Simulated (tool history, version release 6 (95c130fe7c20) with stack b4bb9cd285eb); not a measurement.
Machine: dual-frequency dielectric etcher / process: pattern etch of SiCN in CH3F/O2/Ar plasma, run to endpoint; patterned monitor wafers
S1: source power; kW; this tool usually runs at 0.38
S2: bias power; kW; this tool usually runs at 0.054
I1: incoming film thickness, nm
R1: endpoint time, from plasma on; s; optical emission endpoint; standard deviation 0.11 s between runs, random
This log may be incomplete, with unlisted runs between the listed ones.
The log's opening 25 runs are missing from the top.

run 26 hour=281 | S1=0.38 S2=0.05 | I1=11.75 | R1=38.4
run 27 hour=292.1 | S1=0.46 S2=0.04 | I1=11.68 | R1=36.7
run 28 hour=302.2 | S1=0.38 S2=0.06 | I1=11.84 | R1=37.3
-- hour=311.7 bias power generator calibrated
run 29 hour=312.2 | S1=0.42 S2=0.068 | I1=11.74 | R1=34.3
run 30 hour=323 | S1=0.38 S2=0.054 | I1=11.67 | R1=37.4
run 31 hour=332.1 | S1=0.38 S2=0.042 | I1=11.65 | R1=39.3
run 32 hour=341.3 | S1=0.35 S2=0.066 | I1=11.69 | R1=37.3
run 33 hour=393.8 | S1=0.38 S2=0.054 | I1=11.63 | R1=37.3
run 34 hour=403 | S1=0.38 S2=0.054 | I1=11.67 | R1=37.5

Forecast each of these 3 alternatives for the next run:
run A hour=403.4 | S1=0.38 S2=0.054 | I1=11.79 | R1=?
run B hour=403.4 | S1=0.38 S2=0.067 | I1=11.79 | R1=?
run C hour=403.4 | S1=0.42 S2=0.054 | I1=11.79 | R1=?

run=A R1=37.7
run=B R1=35.9
run=C R1=36.1
Without the tool's unlogged condition, the same runs would have read:
run=A R1=37.9
run=B R1=36.1
run=C R1=36.3

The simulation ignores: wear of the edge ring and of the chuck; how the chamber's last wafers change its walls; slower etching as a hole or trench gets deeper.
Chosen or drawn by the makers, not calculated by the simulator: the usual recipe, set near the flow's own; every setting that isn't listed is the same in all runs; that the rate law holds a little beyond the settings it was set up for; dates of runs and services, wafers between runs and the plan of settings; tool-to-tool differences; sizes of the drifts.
